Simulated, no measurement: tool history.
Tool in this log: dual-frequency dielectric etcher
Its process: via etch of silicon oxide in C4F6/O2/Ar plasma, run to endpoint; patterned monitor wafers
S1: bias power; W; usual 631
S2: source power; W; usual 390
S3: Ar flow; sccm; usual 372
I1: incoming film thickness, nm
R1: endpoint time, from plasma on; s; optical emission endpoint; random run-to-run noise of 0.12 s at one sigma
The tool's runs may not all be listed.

run,hour,S1,S2,S3,I1,R1
1,0.0,716,330,372,166.3,34.0
2,28.2,716,330,372,169.2,34.5
3,57.5,716,330,372,167.5,33.9
4,87.9,631,390,341,166.7,33.4
5,135.8,631,390,341,168.3,33.5
6,170.4,631,390,341,167.4,33.6
7,189.6,631,340,372,168.4,35.3
8,203.8,519,390,372,168.4,36.2
9,216.5,631,320,372,167.4,35.9
# hour 232.8: Ar flow controller replaced
10,247.6,631,320,372,167.4,35.8
11,275.5,631,390,372,166.5,33.4
# hour 293.2: source power generator calibrated
12,293.7,702,460,372,169.6,30.8
13,316.6,505,320,372,168.4,38.8
# hour 372.5: wet clean of the chamber
14,373.0,631,390,372,166.7,33.7

Run 15 comes next. What will it give?
# hour 401.9: bias power generator calibrated
# hour 414.6: upper electrode replaced
15,415.1,505,460,283,168.3,?

{"run 15": {"R1": 33.8}}
Had the tool carried no hidden state, the very same run would have given R1 34.0 s.

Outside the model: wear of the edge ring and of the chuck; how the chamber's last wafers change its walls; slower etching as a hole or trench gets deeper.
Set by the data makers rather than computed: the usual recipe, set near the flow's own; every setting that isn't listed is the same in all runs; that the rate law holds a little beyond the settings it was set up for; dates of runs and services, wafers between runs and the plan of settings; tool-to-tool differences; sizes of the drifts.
